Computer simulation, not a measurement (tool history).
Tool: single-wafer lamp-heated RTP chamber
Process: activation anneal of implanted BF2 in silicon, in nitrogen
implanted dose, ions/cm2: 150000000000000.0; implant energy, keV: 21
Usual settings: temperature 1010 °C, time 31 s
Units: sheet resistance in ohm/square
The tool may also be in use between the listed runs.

run	hour	temperature	time	wafers since the last listed run	wafers since the last pyrometer calibration	wafers since the reflector plate was cleaned	hours since the gauge calibration	read-back reference wafer on the same gauge, sheet resistance	sheet resistance
1	0.0	1010	31	0	3207	663	62.2	603.27	682.47
2	20.0	1018	39	319	3526	983	82.2	602.56	678.68
3	45.3	1018	39	404	3931	1387	107.5	602.79	676.21
4	63.4	1018	39	289	4220	1676	125.6	603.14	677.92
5	87.3	1010	31	382	4602	2058	149.5	602.76	682.33
6	122.7	1010	31	565	5168	2624	184.9	602.88	681.65
7	147.8	1010	31	401	5569	3025	210.0	603.08	679.78
8	165.3	1010	31	279	5849	3305	227.5	602.70	683.25
9	185.3	1010	31	319	6168	3625	247.5	603.17	681.59
# hour 207.1: pyrometer window cleaned and pyrometer calibrated
10	207.6	1010	31	228	8	3853	269.8	602.77	680.54
# hour 217.0: reflector plate cleaned
11	217.5	1019	31	30	38	8	279.7	602.65	679.52
12	241.9	1019	31	389	428	398	304.1	603.10	678.80
13	343.8	1019	31	1628	2057	2027	406.0	603.24	679.64
14	379.1	1032	31	564	2621	2591	441.3	602.98	675.65
15	411.6	1032	31	519	3141	3111	473.8	603.10	677.38
16	431.6	996	31	319	3460	3430	493.8	602.90	684.81
17	462.4	1010	31	492	3952	3923	524.6	603.26	682.98
18	486.5	1010	26	385	4338	4308	548.7	603.38	683.18
19	518.1	1010	18	505	4843	4813	580.3	602.56	687.86
20	533.8	1002	26	250	5094	5064	596.0	603.01	685.88
# hour 543.4: reflector plate cleaned
21	548.0	1010	31	99	5193	73	610.2	603.24	681.97

Run 22 comes next. What will it give?
22	564.7	1034	41	266	5460	340	626.9	?	?

{"run 22": {"read-back reference wafer on the same gauge, sheet resistance": 602.93, "sheet resistance": 669.57}}
Without the tool's hidden state the same run would have given sheet resistance 669.57 ohm/square.

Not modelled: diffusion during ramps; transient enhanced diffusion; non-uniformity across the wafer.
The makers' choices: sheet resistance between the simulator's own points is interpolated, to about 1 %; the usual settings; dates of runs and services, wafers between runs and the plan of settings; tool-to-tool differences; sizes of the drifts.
